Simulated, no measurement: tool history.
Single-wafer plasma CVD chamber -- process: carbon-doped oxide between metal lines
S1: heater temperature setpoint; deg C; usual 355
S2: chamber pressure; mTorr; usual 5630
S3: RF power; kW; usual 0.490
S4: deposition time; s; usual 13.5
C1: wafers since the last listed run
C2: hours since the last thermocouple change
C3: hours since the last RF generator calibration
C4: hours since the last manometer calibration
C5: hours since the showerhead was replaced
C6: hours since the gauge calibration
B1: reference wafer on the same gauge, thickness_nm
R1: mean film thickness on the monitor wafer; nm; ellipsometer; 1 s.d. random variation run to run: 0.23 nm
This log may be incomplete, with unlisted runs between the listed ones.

Run 1, hour 0.0: usual settings; C1 0; C2 1774.8; C3 452.3; C4 711.1; C5 6040.3; C6 2760.8; B1 74.899. Result: R1 80.199 nm.
Run 2, hour 41.3: usual settings; C1 1117; C2 1816.1; C3 493.6; C4 752.4; C5 6081.6; C6 2802.1; B1 74.867. Result: R1 79.922 nm.
Run 3, hour 91.1: usual settings; C1 1347; C2 1865.9; C3 543.4; C4 802.2; C5 6131.4; C6 2851.9; B1 74.951. Result: R1 79.707 nm.
Run 4, hour 183.2: usual settings; C1 2491; C2 1958.0; C3 635.5; C4 894.3; C5 6223.5; C6 2944.0; B1 74.867. Result: R1 79.984 nm.
At hour 202.3: gauge calibrated.
Run 5, hour 234.7: usual settings but S2 6460 mTorr, S3 0.565 kW, S4 14.8 s; C1 1393; C2 2009.5; C3 687.0; C4 945.8; C5 6275.0; C6 32.4; B1 74.890. Result: R1 95.118 nm.
Run 6, hour 275.0: usual settings but S3 0.560 kW, S4 16.0 s; C1 1090; C2 2049.8; C3 727.3; C4 986.1; C5 6315.3; C6 72.7; B1 74.949. Result: R1 100.582 nm.
Run 7, hour 362.4: usual settings but S4 14.4 s; C1 2364; C2 2137.2; C3 814.7; C4 1073.5; C5 6402.7; C6 160.1; B1 74.817. Result: R1 84.949 nm.
Run 8, hour 419.6: usual settings; C1 1547; C2 2194.4; C3 871.9; C4 1130.7; C5 6459.9; C6 217.3; B1 74.900. Result: R1 79.418 nm.
Run 9, hour 511.4: usual settings but S1 349 deg C, S2 6710 mTorr, S4 15.7 s; C1 2483; C2 2286.2; C3 963.7; C4 1222.5; C5 6551.7; C6 309.1; B1 74.930. Result: R1 94.905 nm.
At hour 531.8: RF generator calibrated.
Run 10, hour 648.7: usual settings but S1 350 deg C, S4 11.2 s; C1 3498; C2 2423.5; C3 116.9; C4 1359.8; C5 6689.0; C6 446.4; B1 74.946. Result: R1 68.181 nm.
Run 11, hour 716.4: usual settings but S1 347 deg C, S2 6360 mTorr, S3 0.420 kW, S4 16.1 s; C1 1831; C2 2491.2; C3 184.6; C4 1427.5; C5 6756.7; C6 514.1; B1 74.897. Result: R1 91.113 nm.
At hour 750.2: thermocouple changed; heater temperature recalibrated.
Run 12, hour 752.4: usual settings but S1 350 deg C, S2 6130 mTorr; C1 757; C2 2.2; C3 220.6; C4 1463.5; C5 6792.7; C6 550.1; B1 74.946. Result: R1 82.647 nm.
Run 13, hour 807.4: usual settings but S1 351 deg C; C1 1488; C2 57.2; C3 275.6; C4 1518.5; C5 6847.7; C6 605.1; B1 74.914. Result: R1 81.632 nm.
Run 14, hour 869.2: usual settings but S1 369 deg C; C1 1672; C2 119.0; C3 337.4; C4 1580.3; C5 6909.5; C6 666.9; B1 74.868. Result: R1 78.065 nm.
Run 15, hour 961.9: usual settings but S1 351 deg C; C1 2508; C2 211.7; C3 430.1; C4 1673.0; C5 7002.2; C6 759.6; B1 74.928. Result: R1 81.393 nm.
At hour 993.5: capacitance manometer re-zeroed and calibrated.
Run 16, hour 1069.9: usual settings but S1 347 deg C, S3 0.455 kW; C1 2705; C2 319.7; C3 538.1; C4 76.4; C5 7110.2; C6 867.6; B1 74.918. Result: R1 78.381 nm.
Run 17, hour 1164.8: usual settings but S2 6480 mTorr; C1 2567; C2 414.6; C3 633.0; C4 171.3; C5 7205.1; C6 962.5; B1 74.903. Result: R1 80.670 nm.
Run 18, hour 1264.0: usual settings but S2 6700 mTorr; C1 2684; C2 513.8; C3 732.2; C4 270.5; C5 7304.3; C6 1061.7; B1 74.930. Result: R1 81.183 nm.
At hour 1276.7: showerhead replaced.
Run 19, hour 1355.8: usual settings but S2 4950 mTorr, S3 0.420 kW, S4 12.6 s; C1 2267; C2 605.6; C3 824.0; C4 362.3; C5 79.1; C6 1153.5; B1 74.879. Result: R1 67.007 nm.
At hour 1509.4: RF generator calibrated.
Run 20, hour 1656.9: usual settings but S1 360 deg C, S3 0.560 kW, S4 12.0 s; C1 7930; C2 906.7; C3 147.5; C4 663.4; C5 380.2; C6 1454.6; B1 74.917. Result: R1 75.203 nm.
Run 21, hour 1711.0: usual settings but S2 6580 mTorr, S4 11.8 s; C1 1463; C2 960.8; C3 201.6; C4 717.5; C5 434.3; C6 1508.7; B1 74.872. Result: R1 71.343 nm.
Run 22, hour 1749.7: usual settings but S1 364 deg C, S2 4330 mTorr, S3 0.405 kW, S4 15.8 s; C1 1047; C2 999.5; C3 240.3; C4 756.2; C5 473.0; C6 1547.4; B1 74.896. Result: R1 79.472 nm.
Run 23, hour 1849.0: usual settings but S2 6630 mTorr; C1 2686; C2 1098.8; C3 339.6; C4 855.5; C5 572.3; C6 1646.7; B1 74.889. Result: R1 81.512 nm.
Run 24, hour 1955.4: usual settings but S4 12.5 s; C1 2878; C2 1205.2; C3 446.0; C4 961.9; C5 678.7; C6 1753.1; B1 74.891. Result: R1 74.131 nm.
Run 25, hour 2015.9: usual settings but S3 0.540 kW, S4 15.2 s; C1 1636; C2 1265.7; C3 506.5; C4 1022.4; C5 739.2; C6 1813.6; B1 74.887. Result: R1 94.177 nm.
Run 26, hour 2097.1: usual settings; C1 2197; C2 1346.9; C3 587.7; C4 1103.6; C5 820.4; C6 1894.8; B1 74.907. Result: R1 79.838 nm.
Run 27, hour 2186.8: usual settings; C1 2427; C2 1436.6; C3 677.4; C4 1193.3; C5 910.1; C6 1984.5; B1 74.943. Result: R1 79.795 nm.

State the hidden condition of the tool at each of the runs:
wafer temperature above the value expected at the setpoint (K): 0 across all the runs
gauge reads high (%): 0 across all the runs
H1: delivered RF power above the setpoint (%)
H2: true pressure above the setpoint (%)
run      H1       H2
  1   -1.82     4.43
  2   -1.98     4.62
  3   -2.16     4.86
  4   -2.49     5.29
  5   -2.68     5.53
  6   -2.83     5.72
  7   -3.15     6.14
  8   -3.36     6.41
  9   -3.69     6.84
 10  -0.469     7.49
 11  -0.717     7.81
 12  -0.848     7.98
 13   -1.05     8.24
 14   -1.28     8.53
 15   -1.61     8.96
 16   -2.01  -0.0685
 17   -2.36    0.379
 18   -2.72    0.847
 19   -3.05     1.28
 20  -0.745      2.7
 21  -0.943     2.96
 22   -1.08     3.14
 23   -1.45     3.61
 24   -1.84     4.11
 25   -2.06     4.39
 26   -2.35     4.78
 27   -2.68      5.2
